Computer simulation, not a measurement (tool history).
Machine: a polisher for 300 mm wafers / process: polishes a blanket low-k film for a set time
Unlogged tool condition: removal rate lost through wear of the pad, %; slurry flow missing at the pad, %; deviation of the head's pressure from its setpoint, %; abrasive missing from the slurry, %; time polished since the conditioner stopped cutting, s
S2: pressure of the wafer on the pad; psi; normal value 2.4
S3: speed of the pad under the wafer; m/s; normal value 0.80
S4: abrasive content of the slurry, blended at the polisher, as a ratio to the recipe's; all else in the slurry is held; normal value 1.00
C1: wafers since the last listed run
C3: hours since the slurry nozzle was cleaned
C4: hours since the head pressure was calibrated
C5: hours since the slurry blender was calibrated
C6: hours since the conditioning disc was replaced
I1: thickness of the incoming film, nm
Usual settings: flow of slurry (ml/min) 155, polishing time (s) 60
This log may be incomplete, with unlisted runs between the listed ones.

{"run": 1, "day": 0.0, "flow of slurry (ml/min)": 155, "S2": 2.6, "S3": 0.8, "S4": 1.0, "polishing time (s)": 60, "C1": 0, "wafers polished on this pad": 764, "C3": 179.2, "C4": 498.6, "C5": 238.6, "C6": 36.9, "I1": 577.5, "film removed (nm)": 27.6}
{"day": 1.55, "done": "slurry blender recalibrated"}
{"day": 4.758, "done": "worn pad replaced by a new one"}
{"run": 2, "day": 5.608, "flow of slurry (ml/min)": 155, "S2": 2.6, "S3": 0.8, "S4": 1.0, "polishing time (s)": 60, "C1": 1339, "wafers polished on this pad": 212, "C3": 313.8, "C4": 633.2, "C5": 97.4, "C6": 171.5, "I1": 574.2, "film removed (nm)": 28.9}
{"run": 3, "day": 7.996, "flow of slurry (ml/min)": 155, "S2": 2.4, "S3": 0.8, "S4": 1.0, "polishing time (s)": 60, "C1": 596, "wafers polished on this pad": 809, "C3": 371.1, "C4": 690.5, "C5": 154.7, "C6": 228.8, "I1": 576.6, "film removed (nm)": 26.4}
{"day": 12.504, "done": "slurry nozzle cleaned"}
{"run": 4, "day": 12.567, "flow of slurry (ml/min)": 155, "S2": 2.4, "S3": 0.8, "S4": 1.0, "polishing time (s)": 60, "C1": 1132, "wafers polished on this pad": 1941, "C3": 1.5, "C4": 800.2, "C5": 264.4, "C6": 338.5, "I1": 573.6, "film removed (nm)": 26.4}
{"day": 13.317, "done": "slurry blender recalibrated"}
{"day": 13.85, "done": "head pressure recalibrated"}
{"day": 14.712, "done": "conditioning disc replaced and pad reconditioned"}
{"day": 15.233, "done": "worn pad replaced by a new one, of another model than before"}
{"run": 5, "day": 15.254, "flow of slurry (ml/min)": 155, "S2": 2.4, "S3": 0.8, "S4": 1.0, "polishing time (s)": 60, "C1": 567, "wafers polished on this pad": 5, "C3": 66.0, "C4": 33.7, "C5": 46.5, "C6": 13.0, "I1": 590.2, "film removed (nm)": 27.1}
{"run": 6, "day": 18.062, "flow of slurry (ml/min)": 155, "S2": 2.4, "S3": 0.8, "S4": 1.0, "polishing time (s)": 60, "C1": 701, "wafers polished on this pad": 707, "C3": 133.4, "C4": 101.1, "C5": 113.9, "C6": 80.4, "I1": 580.3, "film removed (nm)": 26.4}
{"run": 7, "day": 20.133, "flow of slurry (ml/min)": 155, "S2": 2.4, "S3": 0.8, "S4": 0.8, "polishing time (s)": 60, "C1": 517, "wafers polished on this pad": 1225, "C3": 183.1, "C4": 150.8, "C5": 163.6, "C6": 130.1, "I1": 574.3, "film removed (nm)": 23.7}
{"run": 8, "day": 22.254, "flow of slurry (ml/min)": 155, "S2": 2.4, "S3": 0.8, "S4": 0.8, "polishing time (s)": 60, "C1": 530, "wafers polished on this pad": 1755, "C3": 234.0, "C4": 201.7, "C5": 214.5, "C6": 181.0, "I1": 585.3, "film removed (nm)": 23.4}
{"run": 9, "day": 23.55, "flow of slurry (ml/min)": 155, "S2": 2.4, "S3": 0.8, "S4": 0.8, "polishing time (s)": 60, "C1": 323, "wafers polished on this pad": 2079, "C3": 265.1, "C4": 232.8, "C5": 245.6, "C6": 212.1, "I1": 580.8, "film removed (nm)": 23.4}
{"day": 23.758, "done": "worn pad replaced by a new one"}
{"day": 23.879, "done": "slurry blender recalibrated"}
{"run": 10, "day": 25.421, "flow of slurry (ml/min)": 155, "S2": 2.4, "S3": 0.8, "S4": 1.0, "polishing time (s)": 60, "C1": 405, "wafers polished on this pad": 394, "C3": 310.0, "C4": 277.7, "C5": 37.0, "C6": 257.0, "I1": 580.1, "film removed (nm)": 27.2}
{"run": 11, "day": 27.129, "flow of slurry (ml/min)": 100, "S2": 3.0, "S3": 0.52, "S4": 1.0, "polishing time (s)": 60, "C1": 427, "wafers polished on this pad": 821, "C3": 351.0, "C4": 318.7, "C5": 78.0, "C6": 298.0, "I1": 567.4, "film removed (nm)": 22.6}
{"run": 12, "day": 29.775, "flow of slurry (ml/min)": 155, "S2": 2.4, "S3": 0.72, "S4": 1.0, "polishing time (s)": 60, "C1": 661, "wafers polished on this pad": 1482, "C3": 414.5, "C4": 382.2, "C5": 141.5, "C6": 361.5, "I1": 586.9, "film removed (nm)": 25.1}
{"day": 30.675, "done": "conditioning disc replaced and pad reconditioned"}
{"day": 30.762, "done": "slurry nozzle cleaned"}
{"run": 13, "day": 32.758, "flow of slurry (ml/min)": 155, "S2": 1.7, "S3": 0.62, "S4": 0.85, "polishing time (s)": 79, "C1": 714, "wafers polished on this pad": 2197, "C3": 47.9, "C4": 453.8, "C5": 213.1, "C6": 50.0, "I1": 584.8, "film removed (nm)": 23.5}
{"day": 33.362, "done": "worn pad replaced by a new one"}
{"run": 14, "day": 33.854, "flow of slurry (ml/min)": 155, "S2": 2.1, "S3": 0.8, "S4": 1.0, "polishing time (s)": 67, "C1": 232, "wafers polished on this pad": 122, "C3": 74.2, "C4": 480.1, "C5": 239.4, "C6": 76.3, "I1": 568.8, "film removed (nm)": 27.1}
{"day": 34.05, "done": "slurry blender recalibrated"}
{"run": 15, "day": 35.029, "flow of slurry (ml/min)": 155, "S2": 2.4, "S3": 0.8, "S4": 0.8, "polishing time (s)": 60, "C1": 272, "wafers polished on this pad": 395, "C3": 102.4, "C4": 508.3, "C5": 23.5, "C6": 104.5, "I1": 575.2, "film removed (nm)": 24.6}
{"run": 16, "day": 36.725, "flow of slurry (ml/min)": 155, "S2": 2.4, "S3": 0.8, "S4": 1.0, "polishing time (s)": 60, "C1": 423, "wafers polished on this pad": 819, "C3": 143.1, "C4": 549.0, "C5": 64.2, "C6": 145.2, "I1": 580.1, "film removed (nm)": 26.8}
{"run": 17, "day": 39.296, "flow of slurry (ml/min)": 195, "S2": 2.4, "S3": 0.8, "S4": 0.7, "polishing time (s)": 66, "C1": 642, "wafers polished on this pad": 1462, "C3": 204.8, "C4": 610.7, "C5": 125.9, "C6": 206.9, "I1": 574.5, "film removed (nm)": 25.0}
{"day": 41.492, "done": "worn pad replaced by a new one"}
{"run": 18, "day": 41.758, "flow of slurry (ml/min)": 155, "S2": 2.4, "S3": 0.8, "S4": 1.0, "polishing time (s)": 60, "C1": 573, "wafers polished on this pad": 66, "C3": 263.9, "C4": 669.8, "C5": 185.0, "C6": 266.0, "I1": 580.2, "film removed (nm)": 26.4}
{"day": 43.492, "done": "slurry blender recalibrated"}
{"run": 19, "day": 43.846, "flow of slurry (ml/min)": 140, "S2": 3.1, "S3": 0.66, "S4": 1.0, "polishing time (s)": 55, "C1": 500, "wafers polished on this pad": 567, "C3": 314.0, "C4": 719.9, "C5": 8.5, "C6": 316.1, "I1": 573.4, "film removed (nm)": 25.7}
{"day": 45.212, "done": "conditioning disc replaced and pad reconditioned"}
{"run": 20, "day": 45.738, "flow of slurry (ml/min)": 155, "S2": 2.8, "S3": 0.8, "S4": 1.0, "polishing time (s)": 60, "C1": 452, "wafers polished on this pad": 1019, "C3": 359.4, "C4": 765.3, "C5": 53.9, "C6": 12.6, "I1": 579.7, "film removed (nm)": 29.4}

Each row is a separate what-if for the run after 20, all from the same tool condition, not one after another. Results?
{"run": "A", "day": 45.754, "flow of slurry (ml/min)": 155, "S2": 2.4, "S3": 0.8, "S4": 1.0, "polishing time (s)": 60, "C1": 4, "wafers polished on this pad": 1023, "C3": 359.8, "C4": 765.7, "C5": 54.3, "C6": 13.0, "I1": 570.8, "film removed (nm)": "?"}
{"run": "B", "day": 45.754, "flow of slurry (ml/min)": 155, "S2": 2.4, "S3": 0.68, "S4": 1.0, "polishing time (s)": 72, "C1": 4, "wafers polished on this pad": 1023, "C3": 359.8, "C4": 765.7, "C5": 54.3, "C6": 13.0, "I1": 570.8, "film removed (nm)": "?"}
{"run": "C", "day": 45.754, "flow of slurry (ml/min)": 195, "S2": 2.2, "S3": 0.54, "S4": 1.15, "polishing time (s)": 60, "C1": 4, "wafers polished on this pad": 1023, "C3": 359.8, "C4": 765.7, "C5": 54.3, "C6": 13.0, "I1": 570.8, "film removed (nm)": "?"}
{"run": "D", "day": 45.754, "flow of slurry (ml/min)": 200, "S2": 3.2, "S3": 0.8, "S4": 0.9, "polishing time (s)": 72, "C1": 4, "wafers polished on this pad": 1023, "C3": 359.8, "C4": 765.7, "C5": 54.3, "C6": 13.0, "I1": 570.8, "film removed (nm)": "?"}
{"run": "E", "day": 45.754, "flow of slurry (ml/min)": 195, "S2": 2.8, "S3": 0.8, "S4": 1.0, "polishing time (s)": 60, "C1": 4, "wafers polished on this pad": 1023, "C3": 359.8, "C4": 765.7, "C5": 54.3, "C6": 13.0, "I1": 570.8, "film removed (nm)": "?"}

run=A film_removed_(nm)=27.1
run=B film_removed_(nm)=29.7
run=C film_removed_(nm)=22.9
run=D film_removed_(nm)=36.7
run=E film_removed_(nm)=29.9
Stripped of hidden state, with their random variation kept, the same runs would have yielded:
run=A film_removed_(nm)=27.5
run=B film_removed_(nm)=30.1
run=C film_removed_(nm)=23.2
run=D film_removed_(nm)=37.2
run=E film_removed_(nm)=30.3

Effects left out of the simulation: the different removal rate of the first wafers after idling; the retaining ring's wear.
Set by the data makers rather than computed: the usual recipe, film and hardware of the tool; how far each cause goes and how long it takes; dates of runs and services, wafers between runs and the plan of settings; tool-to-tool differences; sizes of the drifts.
